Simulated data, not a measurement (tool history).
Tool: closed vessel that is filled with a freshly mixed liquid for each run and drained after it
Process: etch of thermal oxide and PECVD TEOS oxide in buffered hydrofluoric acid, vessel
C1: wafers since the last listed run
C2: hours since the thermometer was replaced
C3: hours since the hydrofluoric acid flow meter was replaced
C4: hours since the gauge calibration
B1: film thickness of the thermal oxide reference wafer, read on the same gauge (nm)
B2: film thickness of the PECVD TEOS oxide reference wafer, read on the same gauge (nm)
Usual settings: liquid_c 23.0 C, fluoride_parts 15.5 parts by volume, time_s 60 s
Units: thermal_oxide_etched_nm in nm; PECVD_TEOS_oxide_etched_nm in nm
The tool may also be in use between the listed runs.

run 1 hour=0.0 | liquid_c=23.0 fluoride_parts=15.5 time_s=60 | C1=0 C2=1111.6 C3=1771.0 C4=2305.9 | B1=94.31 B2=62.87 | thermal_oxide_etched_nm=45.17 PECVD_TEOS_oxide_etched_nm=90.60
run 2 hour=55.8 | liquid_c=23.0 fluoride_parts=15.5 time_s=60 | C1=5000 C2=1167.4 C3=1826.8 C4=2361.7 | B1=94.36 B2=62.87 | thermal_oxide_etched_nm=45.41 PECVD_TEOS_oxide_etched_nm=90.38
run 3 hour=123.4 | liquid_c=26.5 fluoride_parts=15.5 time_s=60 | C1=6058 C2=1235.0 C3=1894.4 C4=2429.3 | B1=94.38 B2=62.92 | thermal_oxide_etched_nm=55.43 PECVD_TEOS_oxide_etched_nm=109.22
run 4 hour=194.4 | liquid_c=26.5 fluoride_parts=15.5 time_s=60 | C1=6363 C2=1306.0 C3=1965.4 C4=2500.3 | B1=94.39 B2=62.92 | thermal_oxide_etched_nm=54.74 PECVD_TEOS_oxide_etched_nm=109.10
run 5 hour=270.1 | liquid_c=23.0 fluoride_parts=15.5 time_s=60 | C1=6784 C2=1381.7 C3=2041.1 C4=2576.0 | B1=94.51 B2=62.99 | thermal_oxide_etched_nm=45.70 PECVD_TEOS_oxide_etched_nm=91.05
-- hour=303.0 hydrofluoric acid flow meter replaced
run 6 hour=344.2 | liquid_c=23.0 fluoride_parts=15.5 time_s=60 | C1=6551 C2=1455.8 C3=41.2 C4=2650.1 | B1=94.50 B2=63.02 | thermal_oxide_etched_nm=44.94 PECVD_TEOS_oxide_etched_nm=91.09
run 7 hour=460.7 | liquid_c=27.0 fluoride_parts=15.5 time_s=75 | C1=10441 C2=1572.3 C3=157.7 C4=2766.6 | B1=94.57 B2=63.04 | thermal_oxide_etched_nm=70.52 PECVD_TEOS_oxide_etched_nm=141.23
run 8 hour=554.9 | liquid_c=21.0 fluoride_parts=15.5 time_s=40 | C1=8442 C2=1666.5 C3=251.9 C4=2860.8 | B1=94.61 B2=63.10 | thermal_oxide_etched_nm=27.10 PECVD_TEOS_oxide_etched_nm=54.07
run 9 hour=621.8 | liquid_c=25.0 fluoride_parts=15.5 time_s=60 | C1=5995 C2=1733.4 C3=318.8 C4=2927.7 | B1=94.69 B2=63.07 | thermal_oxide_etched_nm=50.48 PECVD_TEOS_oxide_etched_nm=101.96
run 10 hour=658.3 | liquid_c=25.5 fluoride_parts=10.5 time_s=60 | C1=3271 C2=1769.9 C3=355.3 C4=2964.2 | B1=94.67 B2=63.08 | thermal_oxide_etched_nm=76.23 PECVD_TEOS_oxide_etched_nm=151.88
run 11 hour=719.4 | liquid_c=24.5 fluoride_parts=15.5 time_s=95 | C1=5475 C2=1831.0 C3=416.4 C4=3025.3 | B1=94.63 B2=63.13 | thermal_oxide_etched_nm=78.06 PECVD_TEOS_oxide_etched_nm=155.79
run 12 hour=787.9 | liquid_c=23.0 fluoride_parts=18.0 time_s=60 | C1=6139 C2=1899.5 C3=484.9 C4=3093.8 | B1=94.70 B2=63.12 | thermal_oxide_etched_nm=39.40 PECVD_TEOS_oxide_etched_nm=78.18
-- hour=796.5 thermometer replaced
-- hour=951.6 gauge calibrated
run 13 hour=954.8 | liquid_c=23.0 fluoride_parts=15.5 time_s=60 | C1=14868 C2=158.3 C3=651.8 C4=3.2 | B1=90.89 B2=60.59 | thermal_oxide_etched_nm=43.82 PECVD_TEOS_oxide_etched_nm=87.31
run 14 hour=1061.9 | liquid_c=27.0 fluoride_parts=15.5 time_s=60 | C1=9598 C2=265.4 C3=758.9 C4=110.3 | B1=91.36 B2=60.91 | thermal_oxide_etched_nm=54.89 PECVD_TEOS_oxide_etched_nm=108.27
run 15 hour=1155.0 | liquid_c=23.0 fluoride_parts=15.5 time_s=75 | C1=8343 C2=358.5 C3=852.0 C4=203.4 | B1=91.76 B2=61.18 | thermal_oxide_etched_nm=54.89 PECVD_TEOS_oxide_etched_nm=109.10
run 16 hour=1214.8 | liquid_c=20.5 fluoride_parts=18.5 time_s=60 | C1=5359 C2=418.3 C3=911.8 C4=263.2 | B1=92.00 B2=61.33 | thermal_oxide_etched_nm=32.14 PECVD_TEOS_oxide_etched_nm=64.62
run 17 hour=1282.1 | liquid_c=19.5 fluoride_parts=20.5 time_s=75 | C1=6031 C2=485.6 C3=979.1 C4=330.5 | B1=92.27 B2=61.49 | thermal_oxide_etched_nm=34.67 PECVD_TEOS_oxide_etched_nm=70.05
run 18 hour=1319.7 | liquid_c=23.0 fluoride_parts=15.5 time_s=60 | C1=3369 C2=523.2 C3=1016.7 C4=368.1 | B1=92.36 B2=61.61 | thermal_oxide_etched_nm=44.11 PECVD_TEOS_oxide_etched_nm=88.90
run 19 hour=1419.8 | liquid_c=23.0 fluoride_parts=9.5 time_s=75 | C1=8971 C2=623.3 C3=1116.8 C4=468.2 | B1=92.69 B2=61.80 | thermal_oxide_etched_nm=87.63 PECVD_TEOS_oxide_etched_nm=176.99
run 20 hour=1488.0 | liquid_c=21.0 fluoride_parts=15.5 time_s=40 | C1=6112 C2=691.5 C3=1185.0 C4=536.4 | B1=92.96 B2=62.00 | thermal_oxide_etched_nm=26.38 PECVD_TEOS_oxide_etched_nm=53.16
run 21 hour=1595.1 | liquid_c=27.5 fluoride_parts=13.0 time_s=75 | C1=9598 C2=798.6 C3=1292.1 C4=643.5 | B1=93.26 B2=62.16 | thermal_oxide_etched_nm=85.76 PECVD_TEOS_oxide_etched_nm=170.51
run 22 hour=1681.8 | liquid_c=23.0 fluoride_parts=19.0 time_s=60 | C1=7770 C2=885.3 C3=1378.8 C4=730.2 | B1=93.50 B2=62.37 | thermal_oxide_etched_nm=36.59 PECVD_TEOS_oxide_etched_nm=72.83
run 23 hour=1778.2 | liquid_c=23.0 fluoride_parts=15.5 time_s=60 | C1=8639 C2=981.7 C3=1475.2 C4=826.6 | B1=93.81 B2=62.52 | thermal_oxide_etched_nm=44.90 PECVD_TEOS_oxide_etched_nm=90.40
run 24 hour=1817.7 | liquid_c=23.0 fluoride_parts=17.0 time_s=60 | C1=3540 C2=1021.2 C3=1514.7 C4=866.1 | B1=93.89 B2=62.59 | thermal_oxide_etched_nm=41.08 PECVD_TEOS_oxide_etched_nm=82.18
run 25 hour=1922.6 | liquid_c=20.0 fluoride_parts=15.5 time_s=60 | C1=9401 C2=1126.1 C3=1619.6 C4=971.0 | B1=94.11 B2=62.72 | thermal_oxide_etched_nm=37.93 PECVD_TEOS_oxide_etched_nm=76.28
run 26 hour=1970.3 | liquid_c=24.5 fluoride_parts=18.0 time_s=80 | C1=4275 C2=1173.8 C3=1667.3 C4=1018.7 | B1=94.20 B2=62.82 | thermal_oxide_etched_nm=56.39 PECVD_TEOS_oxide_etched_nm=113.77
-- hour=2231.8 hydrofluoric acid flow meter replaced
run 27 hour=2235.1 | liquid_c=27.0 fluoride_parts=9.5 time_s=75 | C1=23642 C2=1438.6 C3=3.3 C4=1283.5 | B1=94.69 B2=63.12 | thermal_oxide_etched_nm=112.40 PECVD_TEOS_oxide_etched_nm=223.08

The same runs without the tool's hidden state, with the same run-to-run variation:
The hidden state here: liquid colder than its thermometer reads (K); hydrofluoric acid flow above the setpoint (%); gauge reads high (%).
run=1 thermal_oxide_etched_nm=43.12 PECVD_TEOS_oxide_etched_nm=86.49
run=2 thermal_oxide_etched_nm=43.33 PECVD_TEOS_oxide_etched_nm=86.25
run=3 thermal_oxide_etched_nm=52.87 PECVD_TEOS_oxide_etched_nm=104.17
run=4 thermal_oxide_etched_nm=52.18 PECVD_TEOS_oxide_etched_nm=104.00
run=5 thermal_oxide_etched_nm=43.55 PECVD_TEOS_oxide_etched_nm=86.75
run=6 thermal_oxide_etched_nm=42.79 PECVD_TEOS_oxide_etched_nm=86.75
run=7 thermal_oxide_etched_nm=67.11 PECVD_TEOS_oxide_etched_nm=134.41
run=8 thermal_oxide_etched_nm=25.78 PECVD_TEOS_oxide_etched_nm=51.43
run=9 thermal_oxide_etched_nm=48.00 PECVD_TEOS_oxide_etched_nm=96.96
run=10 thermal_oxide_etched_nm=72.47 PECVD_TEOS_oxide_etched_nm=144.40
run=11 thermal_oxide_etched_nm=74.20 PECVD_TEOS_oxide_etched_nm=148.08
run=12 thermal_oxide_etched_nm=37.44 PECVD_TEOS_oxide_etched_nm=74.29
run=13 thermal_oxide_etched_nm=43.39 PECVD_TEOS_oxide_etched_nm=86.47
run=14 thermal_oxide_etched_nm=54.07 PECVD_TEOS_oxide_etched_nm=106.65
run=15 thermal_oxide_etched_nm=53.84 PECVD_TEOS_oxide_etched_nm=107.01
run=16 thermal_oxide_etched_nm=31.44 PECVD_TEOS_oxide_etched_nm=63.22
run=17 thermal_oxide_etched_nm=33.83 PECVD_TEOS_oxide_etched_nm=68.34
run=18 thermal_oxide_etched_nm=42.98 PECVD_TEOS_oxide_etched_nm=86.60
run=19 thermal_oxide_etched_nm=85.05 PECVD_TEOS_oxide_etched_nm=171.78
run=20 thermal_oxide_etched_nm=25.54 PECVD_TEOS_oxide_etched_nm=51.48
run=21 thermal_oxide_etched_nm=82.76 PECVD_TEOS_oxide_etched_nm=164.54
run=22 thermal_oxide_etched_nm=35.22 PECVD_TEOS_oxide_etched_nm=70.10
run=23 thermal_oxide_etched_nm=43.10 PECVD_TEOS_oxide_etched_nm=86.78
run=24 thermal_oxide_etched_nm=39.40 PECVD_TEOS_oxide_etched_nm=78.81
run=25 thermal_oxide_etched_nm=36.28 PECVD_TEOS_oxide_etched_nm=72.97
run=26 thermal_oxide_etched_nm=53.88 PECVD_TEOS_oxide_etched_nm=108.71
run=27 thermal_oxide_etched_nm=106.82 PECVD_TEOS_oxide_etched_nm=212.02
